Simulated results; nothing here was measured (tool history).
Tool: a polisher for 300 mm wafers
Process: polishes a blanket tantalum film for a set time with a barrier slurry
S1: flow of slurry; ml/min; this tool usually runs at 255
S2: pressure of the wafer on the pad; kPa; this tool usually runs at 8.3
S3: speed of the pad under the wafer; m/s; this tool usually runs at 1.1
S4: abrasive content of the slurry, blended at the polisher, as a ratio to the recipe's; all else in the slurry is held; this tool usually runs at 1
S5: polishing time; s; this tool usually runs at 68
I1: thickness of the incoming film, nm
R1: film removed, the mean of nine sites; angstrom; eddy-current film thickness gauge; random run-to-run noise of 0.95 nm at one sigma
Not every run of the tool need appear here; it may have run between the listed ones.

Run 1, day 0: usual settings; I1 295.4. Result: R1 813 angstrom.
Run 2, day 0.75: usual settings; I1 291.1. Result: R1 818 angstrom.
Run 3, day 1.333: usual settings but S3 0.9 m/s; I1 288.4. Result: R1 690 angstrom.
Run 4, day 1.908: usual settings but S3 0.9 m/s; I1 294.4. Result: R1 694 angstrom.
At day 2.546: worn pad replaced by a new one.
Run 5, day 2.567: usual settings but S3 0.9 m/s; I1 290.7. Result: R1 678 angstrom.
Run 6, day 3.162: usual settings; I1 292.2. Result: R1 823 angstrom.
Run 7, day 3.962: usual settings; I1 292.1. Result: R1 808 angstrom.
At day 4.25: slurry blender recalibrated.
Run 8, day 5.162: usual settings; I1 288.8. Result: R1 805 angstrom.
Run 9, day 6.246: usual settings but S2 6.9 kPa; I1 292.9. Result: R1 698 angstrom.
Run 10, day 6.854: usual settings but S1 215 ml/min, S4 1.15; I1 287.9. Result: R1 810 angstrom.
Run 11, day 8.062: usual settings but S2 9 kPa; I1 288.5. Result: R1 860 angstrom.
At day 8.496: head pressure recalibrated.
Run 12, day 8.95: usual settings but S2 9 kPa; I1 293.4. Result: R1 834 angstrom.
Run 13, day 10.342: usual settings but S2 9 kPa; I1 296.1. Result: R1 845 angstrom.
At day 10.733: worn pad replaced by a new one.
Run 14, day 11.429: usual settings but S3 1.36 m/s; I1 292.9. Result: R1 961 angstrom.
Run 15, day 14.417: usual settings; I1 287.7. Result: R1 782 angstrom.
Run 16, day 15.808: usual settings but S1 320 ml/min, S2 10.3 kPa, S3 1.4 m/s, S5 45 s; I1 294.8. Result: R1 773 angstrom.
At day 16.925: slurry nozzle cleaned.
Run 17, day 17.071: usual settings but S1 315 ml/min, S3 1.38 m/s, S4 1.1; I1 291.9. Result: R1 1040 angstrom.
At day 19.308: worn pad replaced by a new one.
At day 19.404: slurry blender recalibrated.
Run 18, day 19.925: usual settings but S1 325 ml/min, S2 10.3 kPa; I1 289.1. Result: R1 995 angstrom.
Run 19, day 21.392: usual settings but S2 6.9 kPa; I1 294.8. Result: R1 705 angstrom.
Run 20, day 21.942: usual settings but S3 1.22 m/s; I1 290.1. Result: R1 896 angstrom.
Run 21, day 22.454: usual settings but S1 320 ml/min, S2 7.6 kPa, S4 1.15; I1 293.3. Result: R1 797 angstrom.
Run 22, day 23.8: usual settings but S1 310 ml/min; I1 287.3. Result: R1 820 angstrom.
Run 23, day 25.083: usual settings but S2 6.9 kPa, S3 0.8 m/s, S4 1.15; I1 289.4. Result: R1 549 angstrom.
At day 27.788: worn pad replaced by a new one.
Run 24, day 28.446: usual settings; I1 288.4. Result: R1 800 angstrom.
Run 25, day 29.346: usual settings but S1 285 ml/min, S3 1.42 m/s; I1 289.1. Result: R1 1001 angstrom.
Run 26, day 30.488: usual settings but S1 190 ml/min, S2 9 kPa, S3 0.86 m/s; I1 289.7. Result: R1 660 angstrom.
Run 27, day 31.642: usual settings but S4 0.8; I1 293.5. Result: R1 745 angstrom.
Run 28, day 32.762: usual settings; I1 293.9. Result: R1 788 angstrom.
Run 29, day 33.808: usual settings; I1 293. Result: R1 790 angstrom.
At day 34.583: slurry blender recalibrated.
At day 34.692: worn pad replaced by a new one.
Run 30, day 35.5: usual settings; I1 284.3. Result: R1 783 angstrom.
Run 31, day 36.096: usual settings; I1 290.9. Result: R1 780 angstrom.

Here are 3 independent what-if runs from the current tool condition. What would each one return?
Run A, day 36.112: usual settings but S2 10.3 kPa; I1 286.6. Result: R1 ?.
Run B, day 36.112: usual settings but S4 1.25; I1 286.6. Result: R1 ?.
Run C, day 36.112: usual settings but S1 225 ml/min, S3 1.36 m/s, S4 0.9, S5 87 s; I1 286.6. Result: R1 ?.

run    R1
  A   925
  B   816
  C  1129
With no hidden state in the tool, these same runs would have given:
run    R1
  A   991
  B   875
  C  1219
